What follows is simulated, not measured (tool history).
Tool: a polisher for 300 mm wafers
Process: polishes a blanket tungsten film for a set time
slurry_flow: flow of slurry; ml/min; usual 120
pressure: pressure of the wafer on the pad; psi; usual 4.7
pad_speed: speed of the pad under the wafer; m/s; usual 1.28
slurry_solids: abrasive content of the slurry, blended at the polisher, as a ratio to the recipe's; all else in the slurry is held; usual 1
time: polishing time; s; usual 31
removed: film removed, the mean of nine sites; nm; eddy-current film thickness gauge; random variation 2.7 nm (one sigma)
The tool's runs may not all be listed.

run,hour,slurry_flow,pressure,pad_speed,slurry_solids,time,wafers since the last listed run,wafers polished on this pad,hours since the slurry nozzle was cleaned,hours since the head pressure was calibrated,hours since the slurry blender was calibrated,hours since the slurry got fresh peroxide,"incoming thickness of the incoming film, nm",removed
1,0,120,4.7,1.62,1,31,0,734,330.4,1025.7,237.8,16,660.4,288.9
# hour 3.6: worn pad replaced by a new one
2,8.4,120,4.7,1.62,1,31,56,56,338.8,1034.1,246.2,24.4,656,287.6
3,20.2,120,4.7,1.62,1,31,139,195,350.6,1045.9,258,36.2,663.9,290
4,26.2,130,4.7,1.1,1,31,70,266,356.6,1051.9,264,42.2,659.3,225.2
5,34.4,120,4.7,1.28,1,31,96,362,364.8,1060.1,272.2,50.4,660,243.1
6,50.3,120,3.9,1.28,1,31,187,550,380.7,1076,288.1,66.3,654,216.7
7,59.2,120,3.9,1.28,1,31,105,655,389.6,1084.9,297,75.2,662,213.8
# hour 67.6: worn pad replaced by a new one
8,68.1,120,4.7,1.28,1,31,57,5,398.5,1093.8,305.9,84.1,661.1,242.6
9,72.9,120,4.7,1.28,1,31,56,62,403.3,1098.6,310.7,88.9,667.9,237.2
10,81,120,4.7,1.28,1,31,95,157,411.4,1106.7,318.8,97,665.1,236.7
# hour 96.3: head pressure recalibrated
11,96.8,120,4.7,1.28,1,31,162,320,427.2,0.5,334.6,112.8,663.8,238.6
12,109.5,120,4.7,1.28,1,31,149,470,439.9,13.2,347.3,125.5,656.3,235.4
13,117.9,120,4.7,1.18,1,31,99,569,448.3,21.6,355.7,133.9,670.2,225.1
# hour 126.5: slurry nozzle cleaned
# hour 131.1: worn pad replaced by a new one
14,132.6,160,3.6,1.28,1.1,31,114,18,6.1,36.3,370.4,148.6,659.7,210.5
# hour 147.2: slurry blender recalibrated
15,147.7,120,4.7,1.28,0.8,22,154,172,21.2,51.4,0.5,163.7,658,157.4
16,164.1,120,4.7,1.28,1,31,193,366,37.6,67.8,16.9,180.1,661.8,230.5
# hour 168.9: slurry tank refilled with fresh slurry and peroxide
17,181.2,105,4.7,1.28,1,31,190,556,54.7,84.9,34,12.3,669.1,245
# hour 193.5: worn pad replaced by a new one
18,194,120,4.7,1.28,1,31,103,5,67.5,97.7,46.8,25.1,666.2,250.2
19,203.9,120,5.8,1.28,1,31,116,122,77.4,107.6,56.7,35,657,292.6
20,221.1,120,4.1,1.28,0.85,22,203,325,94.6,124.8,73.9,52.2,673.3,150
21,233.3,120,5.7,1.28,1,22,143,469,106.8,137,86.1,64.4,660,200.2
22,239.4,120,4.7,1.04,1,31,71,541,112.9,143.1,92.2,70.5,662.4,210.3
# hour 249.1: worn pad replaced by a new one
23,264.2,120,6,1.06,0.9,31,245,178,137.7,167.9,117,95.3,661.1,253.3
24,270.5,120,3.6,1.28,0.7,21,74,252,144,174.2,123.3,101.6,664,125.6
25,277.9,95,5.9,1.28,1,31,87,340,151.4,181.6,130.7,109,646.4,262.8
26,290.3,120,5.9,1.62,1,34,146,486,163.8,194,143.1,121.4,662.2,371.9

Forecast each of these 5 alternatives for the next run:
A,290.7,120,4.7,1.08,1,31,4,491,164.2,194.4,143.5,121.8,665.9,?
B,290.7,120,4.7,1.28,0.75,31,4,491,164.2,194.4,143.5,121.8,665.9,?
C,290.7,135,4.7,1.28,1,35,4,491,164.2,194.4,143.5,121.8,665.9,?
D,290.7,120,4.7,1.28,1,27,4,491,164.2,194.4,143.5,121.8,665.9,?
E,290.7,105,4.1,1.28,1,31,4,491,164.2,194.4,143.5,121.8,665.9,?

run,removed
A,210.4
B,221.6
C,273.5
D,205.6
E,206.7
Without the tool's hidden state the same runs would have given:
run,removed
A,221.9
B,233.7
C,288.5
D,216.8
E,218
